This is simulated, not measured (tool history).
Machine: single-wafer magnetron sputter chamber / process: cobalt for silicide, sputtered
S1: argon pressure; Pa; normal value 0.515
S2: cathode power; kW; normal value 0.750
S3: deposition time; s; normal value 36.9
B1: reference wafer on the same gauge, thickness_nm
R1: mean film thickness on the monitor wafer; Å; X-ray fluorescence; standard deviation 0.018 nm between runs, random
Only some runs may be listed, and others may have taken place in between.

Run 1, hour 0.0: usual settings; B1 12.704. Result: R1 117.56 Å.
Run 2, hour 34.6: usual settings; B1 12.696. Result: R1 117.47 Å.
Run 3, hour 48.4: usual settings; B1 12.695. Result: R1 117.37 Å.
At hour 66.8: sputter target and shields replaced.
Run 4, hour 78.2: usual settings; B1 12.701. Result: R1 119.11 Å.
Run 5, hour 136.5: usual settings; B1 12.701. Result: R1 118.77 Å.
Run 6, hour 158.6: usual settings; B1 12.702. Result: R1 118.41 Å.
At hour 184.2: magnet pack replaced.
At hour 185.1: capacitance manometer re-zeroed and calibrated.
Run 7, hour 185.6: usual settings but S2 0.650 kW; B1 12.703. Result: R1 108.88 Å.
Run 8, hour 208.7: usual settings but S1 0.331 Pa, S2 0.650 kW; B1 12.702. Result: R1 115.50 Å.
Run 9, hour 232.8: usual settings but S1 0.646 Pa, S3 40.3 s; B1 12.696. Result: R1 123.18 Å.
At hour 248.2: gauge calibrated.
Run 10, hour 266.6: usual settings but S1 0.330 Pa, S2 0.850 kW; B1 12.699. Result: R1 135.23 Å.
At hour 275.5: sputter target and shields replaced.
Run 11, hour 284.7: usual settings but S1 0.439 Pa, S2 0.900 kW, S3 33.6 s; B1 12.701. Result: R1 125.03 Å.
Run 12, hour 303.0: usual settings but S1 0.456 Pa, S2 0.850 kW, S3 33.2 s; B1 12.701. Result: R1 118.03 Å.
Run 13, hour 325.4: usual settings but S3 40.2 s; B1 12.696. Result: R1 129.50 Å.
Run 14, hour 360.6: usual settings but S2 0.650 kW; B1 12.703. Result: R1 108.87 Å.

Branching from run 14: 5 alternative next runs. What would each branch give?
Run A, hour 361.0: usual settings; B1 ?. Result: R1 ?.
Run B, hour 361.0: usual settings but S3 33.5 s; B1 ?. Result: R1 ?.
Run C, hour 361.0: usual settings but S1 0.389 Pa, S2 0.600 kW, S3 42.2 s; B1 ?. Result: R1 ?.
Run D, hour 361.0: usual settings but S1 0.720 Pa, S2 0.900 kW, S3 40.5 s; B1 ?. Result: R1 ?.
Run E, hour 361.0: usual settings but S3 30.7 s; B1 ?. Result: R1 ?.

run      B1      R1
  A  12.699  118.30
  B  12.699  107.40
  C  12.699  124.35
  D  12.699  135.84
  E  12.699   98.42
Without the tool's hidden state the same runs would have given:
run      R1
  A  120.03
  B  108.97
  C  126.17
  D  137.83
  E   99.86
